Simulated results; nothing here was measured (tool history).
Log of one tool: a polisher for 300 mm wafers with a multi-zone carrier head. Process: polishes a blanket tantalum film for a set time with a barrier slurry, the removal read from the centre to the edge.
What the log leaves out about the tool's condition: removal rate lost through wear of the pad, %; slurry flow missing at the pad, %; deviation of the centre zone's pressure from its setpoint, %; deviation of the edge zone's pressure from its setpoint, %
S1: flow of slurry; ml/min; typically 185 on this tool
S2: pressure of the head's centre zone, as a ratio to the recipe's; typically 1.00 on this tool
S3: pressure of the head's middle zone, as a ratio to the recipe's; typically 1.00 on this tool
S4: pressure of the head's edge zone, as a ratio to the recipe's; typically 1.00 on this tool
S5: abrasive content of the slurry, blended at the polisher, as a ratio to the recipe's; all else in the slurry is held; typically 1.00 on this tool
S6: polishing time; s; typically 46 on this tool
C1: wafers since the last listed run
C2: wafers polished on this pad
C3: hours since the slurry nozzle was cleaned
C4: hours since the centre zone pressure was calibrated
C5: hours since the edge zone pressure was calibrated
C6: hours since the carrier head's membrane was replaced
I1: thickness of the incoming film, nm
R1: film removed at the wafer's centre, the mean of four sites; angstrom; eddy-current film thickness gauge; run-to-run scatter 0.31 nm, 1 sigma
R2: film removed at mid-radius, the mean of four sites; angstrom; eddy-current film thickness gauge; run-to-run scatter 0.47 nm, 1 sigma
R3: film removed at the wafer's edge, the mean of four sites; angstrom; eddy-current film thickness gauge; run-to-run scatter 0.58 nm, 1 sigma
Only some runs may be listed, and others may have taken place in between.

run 1 hour=0.0 | S1=185 S2=1.00 S3=1.00 S4=1.00 S5=1.00 S6=46 | C1=0 C2=2773 C3=521.9 C4=503.7 C5=323.4 C6=1165.0 | I1=249.5 | R1=356 R2=376 R3=372
run 2 hour=51.3 | S1=185 S2=1.00 S3=1.00 S4=1.00 S5=1.00 S6=46 | C1=601 C2=3375 C3=573.2 C4=555.0 C5=374.7 C6=1216.3 | I1=247.3 | R1=346 R2=367 R3=363
-- hour=107.5 worn pad replaced by a new one
run 3 hour=169.9 | S1=185 S2=1.00 S3=1.00 S4=1.00 S5=1.00 S6=46 | C1=1344 C2=731 C3=691.8 C4=673.6 C5=493.3 C6=1334.9 | I1=246.6 | R1=365 R2=382 R3=380
run 4 hour=216.5 | S1=185 S2=1.00 S3=1.10 S4=1.00 S5=1.00 S6=46 | C1=546 C2=1278 C3=738.4 C4=720.2 C5=539.9 C6=1381.5 | I1=251.0 | R1=357 R2=399 R3=390
run 5 hour=264.8 | S1=185 S2=1.00 S3=1.08 S4=0.92 S5=1.30 S6=46 | C1=566 C2=1845 C3=786.7 C4=768.5 C5=588.2 C6=1429.8 | I1=253.4 | R1=379 R2=432 R3=384
-- hour=287.5 centre zone pressure recalibrated
-- hour=299.5 carrier head's membrane replaced by a new one
run 6 hour=300.0 | S1=185 S2=1.00 S3=1.05 S4=1.00 S5=1.00 S6=46 | C1=330 C2=2175 C3=821.9 C4=12.5 C5=623.4 C6=0.5 | I1=252.8 | R1=377 R2=395 R3=381
-- hour=303.3 edge zone pressure recalibrated
run 7 hour=331.9 | S1=185 S2=1.00 S3=1.00 S4=1.00 S5=1.00 S6=46 | C1=350 C2=2526 C3=853.8 C4=44.4 C5=28.6 C6=32.4 | I1=250.1 | R1=375 R2=374 R3=371
-- hour=359.7 slurry nozzle cleaned
run 8 hour=387.8 | S1=215 S2=1.00 S3=1.05 S4=0.97 S5=1.00 S6=46 | C1=644 C2=3170 C3=28.1 C4=100.3 C5=84.5 C6=88.3 | I1=248.2 | R1=370 R2=384 R3=372
run 9 hour=435.3 | S1=185 S2=1.03 S3=1.00 S4=1.04 S5=1.30 S6=46 | C1=557 C2=3727 C3=75.6 C4=147.8 C5=132.0 C6=135.8 | I1=251.0 | R1=378 R2=383 R3=380
run 10 hour=460.5 | S1=185 S2=1.00 S3=1.00 S4=1.00 S5=1.00 S6=46 | C1=295 C2=4023 C3=100.8 C4=173.0 C5=157.2 C6=161.0 | I1=250.9 | R1=345 R2=351 R3=350
-- hour=478.1 worn pad replaced by a new one
run 11 hour=521.2 | S1=215 S2=0.90 S3=0.94 S4=1.00 S5=1.00 S6=46 | C1=665 C2=505 C3=161.5 C4=233.7 C5=217.9 C6=221.7 | I1=246.8 | R1=351 R2=372 R3=397
run 12 hour=579.6 | S1=185 S2=1.11 S3=0.88 S4=1.00 S5=0.80 S6=46 | C1=685 C2=1190 C3=219.9 C4=292.1 C5=276.3 C6=280.1 | I1=247.6 | R1=393 R2=336 R3=371
run 13 hour=612.3 | S1=185 S2=1.00 S3=1.00 S4=1.08 S5=1.00 S6=55 | C1=383 C2=1573 C3=252.6 C4=324.8 C5=309.0 C6=312.8 | I1=247.1 | R1=441 R2=444 R3=469
run 14 hour=668.4 | S1=185 S2=0.93 S3=1.00 S4=1.06 S5=1.00 S6=46 | C1=658 C2=2231 C3=308.7 C4=380.9 C5=365.1 C6=368.9 | I1=253.1 | R1=342 R2=369 R3=387
run 15 hour=696.1 | S1=185 S2=0.97 S3=1.00 S4=0.93 S5=1.30 S6=46 | C1=324 C2=2556 C3=336.4 C4=408.6 C5=392.8 C6=396.6 | I1=246.4 | R1=366 R2=397 R3=386
run 16 hour=738.1 | S1=185 S2=0.95 S3=0.94 S4=1.05 S5=0.85 S6=46 | C1=492 C2=3049 C3=378.4 C4=450.6 C5=434.8 C6=438.6 | I1=249.9 | R1=326 R2=340 R3=354
run 17 hour=799.3 | S1=185 S2=1.00 S3=1.00 S4=1.00 S5=1.00 S6=46 | C1=717 C2=3767 C3=439.6 C4=511.8 C5=496.0 C6=499.8 | I1=253.0 | R1=344 R2=361 R3=355
-- hour=830.8 worn pad replaced by a new one
run 18 hour=838.1 | S1=225 S2=1.00 S3=1.00 S4=1.00 S5=0.90 S6=46 | C1=408 C2=85 C3=478.4 C4=550.6 C5=534.8 C6=538.6 | I1=248.8 | R1=368 R2=391 R3=379
-- hour=861.0 edge zone pressure recalibrated
run 19 hour=880.6 | S1=185 S2=1.00 S3=0.95 S4=1.00 S5=0.90 S6=46 | C1=475 C2=560 C3=520.9 C4=593.1 C5=19.6 C6=581.1 | I1=246.5 | R1=354 R2=363 R3=361
run 20 hour=927.0 | S1=185 S2=1.00 S3=0.94 S4=1.00 S5=1.00 S6=52 | C1=544 C2=1104 C3=567.3 C4=639.5 C5=66.0 C6=627.5 | I1=250.9 | R1=408 R2=412 R3=423

Table of differences, measured result less the result of that run with no hidden state. Run-to-run variation is the same in both. Gauge scatter possibly is not:
run=1 R1=-33 R2=-16 R3=-15
run=2 R1=-41 R2=-24 R3=-23
run=3 R1=-26 R2=-4 R3=-4
run=4 R1=-30 R2=-6 R3=-6
run=5 R1=-38 R2=-11 R3=-10
run=6 R1=-13 R2=-14 R3=-14
run=7 R1=-18 R2=-17 R3=-17
run=8 R1=-29 R2=-26 R3=-25
run=9 R1=-40 R2=-36 R3=-36
run=10 R1=-42 R2=-38 R3=-38
run=11 R1=-10 R2=-3 R3=-3
run=12 R1=-15 R2=-5 R3=-6
run=13 R1=-21 R2=-9 R3=-10
run=14 R1=-23 R2=-12 R3=-13
run=15 R1=-29 R2=-18 R3=-17
run=16 R1=-33 R2=-20 R3=-21
run=17 R1=-47 R2=-32 R3=-32
run=18 R1=-23 R2=-6 R3=-5
run=19 R1=-24 R2=-6 R3=-6
run=20 R1=-32 R2=-9 R3=-9
